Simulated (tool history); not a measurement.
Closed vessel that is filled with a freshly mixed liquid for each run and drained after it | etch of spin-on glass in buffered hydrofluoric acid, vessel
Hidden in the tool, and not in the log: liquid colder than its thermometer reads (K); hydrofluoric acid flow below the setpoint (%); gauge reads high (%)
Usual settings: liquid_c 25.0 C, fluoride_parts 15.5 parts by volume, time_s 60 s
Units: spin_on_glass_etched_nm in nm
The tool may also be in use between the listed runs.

| run | hour | liquid_c | fluoride_parts | time_s | wafers since the last listed run | hours since the thermometer was replaced | hours since the hydrofluoric acid flow meter was replaced | hours since the gauge calibration | read-back film thickness of the spin-on glass reference wafer, read on the same gauge (nm) | spin_on_glass_etched_nm |
|---|---|---|---|---|---|---|---|---|---|---|
| 1 | 0.0 | 25.0 | 17.0 | 60 | 0 | 2490.2 | 490.6 | 1542.8 | 113.74 | 176.11 |
| 2 | 65.7 | 25.0 | 17.0 | 60 | 7335 | 2555.9 | 556.3 | 1608.5 | 113.86 | 175.66 |
| 3 | 127.0 | 25.0 | 15.5 | 60 | 6843 | 2617.2 | 617.6 | 1669.8 | 113.82 | 192.74 |
| 4 | 169.1 | 25.0 | 15.5 | 60 | 4700 | 2659.3 | 659.7 | 1711.9 | 113.91 | 193.02 |
| 5 | 276.4 | 25.0 | 15.5 | 60 | 11979 | 2766.6 | 767.0 | 1819.2 | 114.02 | 192.88 |
| 6 | 317.9 | 25.0 | 19.5 | 60 | 4633 | 2808.1 | 808.5 | 1860.7 | 114.00 | 154.13 |
|  | 357.8 | thermometer replaced |
| 7 | 377.0 | 25.0 | 19.5 | 60 | 6486 | 19.2 | 867.6 | 1919.8 | 114.02 | 154.40 |
|  | 467.1 | hydrofluoric acid flow meter replaced |
| 8 | 480.1 | 25.0 | 15.5 | 60 | 11398 | 122.3 | 13.0 | 2022.9 | 114.09 | 193.02 |
|  | 529.0 | gauge calibrated |
| 9 | 601.2 | 23.5 | 17.0 | 60 | 13520 | 243.4 | 134.1 | 72.2 | 110.31 | 157.45 |
| 10 | 666.5 | 23.5 | 17.0 | 60 | 7290 | 308.7 | 199.4 | 137.5 | 110.58 | 156.70 |
| 11 | 763.4 | 23.5 | 17.0 | 60 | 10818 | 405.6 | 296.3 | 234.4 | 111.04 | 157.72 |
| 12 | 855.2 | 25.0 | 15.5 | 60 | 10249 | 497.4 | 388.1 | 326.2 | 111.45 | 188.49 |
| 13 | 941.3 | 25.0 | 15.5 | 60 | 9612 | 583.5 | 474.2 | 412.3 | 111.76 | 189.21 |
| 14 | 1021.9 | 25.0 | 20.0 | 60 | 8998 | 664.1 | 554.8 | 492.9 | 111.96 | 146.89 |
| 15 | 1070.9 | 25.0 | 19.0 | 40 | 5470 | 713.1 | 603.8 | 541.9 | 112.10 | 103.21 |
| 16 | 1111.2 | 23.0 | 20.5 | 60 | 4499 | 753.4 | 644.1 | 582.2 | 112.20 | 130.59 |
| 17 | 1211.1 | 23.5 | 17.0 | 60 | 11153 | 853.3 | 744.0 | 682.1 | 112.48 | 159.57 |
| 18 | 1296.9 | 25.0 | 15.5 | 60 | 9579 | 939.1 | 829.8 | 767.9 | 112.67 | 189.96 |
| 19 | 1347.9 | 22.0 | 11.0 | 90 | 5693 | 990.1 | 880.8 | 818.9 | 112.77 | 340.39 |
| 20 | 1447.0 | 25.0 | 15.5 | 30 | 11064 | 1089.2 | 979.9 | 918.0 | 112.97 | 95.19 |
| 21 | 1496.5 | 25.0 | 12.0 | 75 | 5526 | 1138.7 | 1029.4 | 967.5 | 113.09 | 306.22 |
| 22 | 1578.0 | 25.0 | 15.5 | 60 | 9099 | 1220.2 | 1110.9 | 1049.0 | 113.16 | 191.40 |
|  | 1669.8 | hydrofluoric acid flow meter replaced |
| 23 | 1677.1 | 25.0 | 15.5 | 60 | 10952 | 1319.3 | 7.3 | 1148.1 | 113.36 | 189.85 |
| 24 | 1715.7 | 27.0 | 15.5 | 60 | 4309 | 1357.9 | 45.9 | 1186.7 | 113.40 | 212.98 |
| 25 | 1949.9 | 23.5 | 15.5 | 60 | 26147 | 1592.1 | 280.1 | 1420.9 | 113.64 | 176.45 |
| 26 | 1993.5 | 25.0 | 14.0 | 60 | 4867 | 1635.7 | 323.7 | 1464.5 | 113.73 | 212.67 |
| 27 | 2063.2 | 25.0 | 15.5 | 60 | 7781 | 1705.4 | 393.4 | 1534.2 | 113.79 | 192.92 |
| 28 | 2130.6 | 21.5 | 13.0 | 85 | 7524 | 1772.8 | 460.8 | 1601.6 | 113.77 | 267.23 |
| 29 | 2175.7 | 30.0 | 19.0 | 80 | 5035 | 1817.9 | 505.9 | 1646.7 | 113.82 | 273.88 |
| 30 | 2236.9 | 25.0 | 17.5 | 50 | 6832 | 1879.1 | 567.1 | 1707.9 | 113.86 | 142.57 |
| 31 | 2306.1 | 25.0 | 15.5 | 80 | 7725 | 1948.3 | 636.3 | 1777.1 | 113.95 | 256.10 |
| 32 | 2367.0 | 25.0 | 15.5 | 60 | 6799 | 2009.2 | 697.2 | 1838.0 | 113.97 | 193.27 |
| 33 | 2470.8 | 25.0 | 15.5 | 60 | 11588 | 2113.0 | 801.0 | 1941.8 | 114.00 | 191.86 |
| 34 | 2547.1 | 25.0 | 19.5 | 80 | 8518 | 2189.3 | 877.3 | 2018.1 | 114.03 | 205.00 |

The tool's hidden state at each run:
liquid colder than its thermometer reads (K): 0 in every run
hydrofluoric acid flow below the setpoint (%): 0 in every run
H1: gauge reads high (%)
| run | H1 |
|---|---|
| 1 | 3.44 |
| 2 | 3.49 |
| 3 | 3.53 |
| 4 | 3.55 |
| 5 | 3.61 |
| 6 | 3.64 |
| 7 | 3.67 |
| 8 | 3.71 |
| 9 | 0.272 |
| 10 | 0.565 |
| 11 | 0.957 |
| 12 | 1.29 |
| 13 | 1.57 |
| 14 | 1.8 |
| 15 | 1.93 |
| 16 | 2.04 |
| 17 | 2.27 |
| 18 | 2.45 |
| 19 | 2.54 |
| 20 | 2.72 |
| 21 | 2.79 |
| 22 | 2.91 |
| 23 | 3.04 |
| 24 | 3.09 |
| 25 | 3.33 |
| 26 | 3.36 |
| 27 | 3.42 |
| 28 | 3.47 |
| 29 | 3.5 |
| 30 | 3.54 |
| 31 | 3.58 |
| 32 | 3.61 |
| 33 | 3.66 |
| 34 | 3.7 |

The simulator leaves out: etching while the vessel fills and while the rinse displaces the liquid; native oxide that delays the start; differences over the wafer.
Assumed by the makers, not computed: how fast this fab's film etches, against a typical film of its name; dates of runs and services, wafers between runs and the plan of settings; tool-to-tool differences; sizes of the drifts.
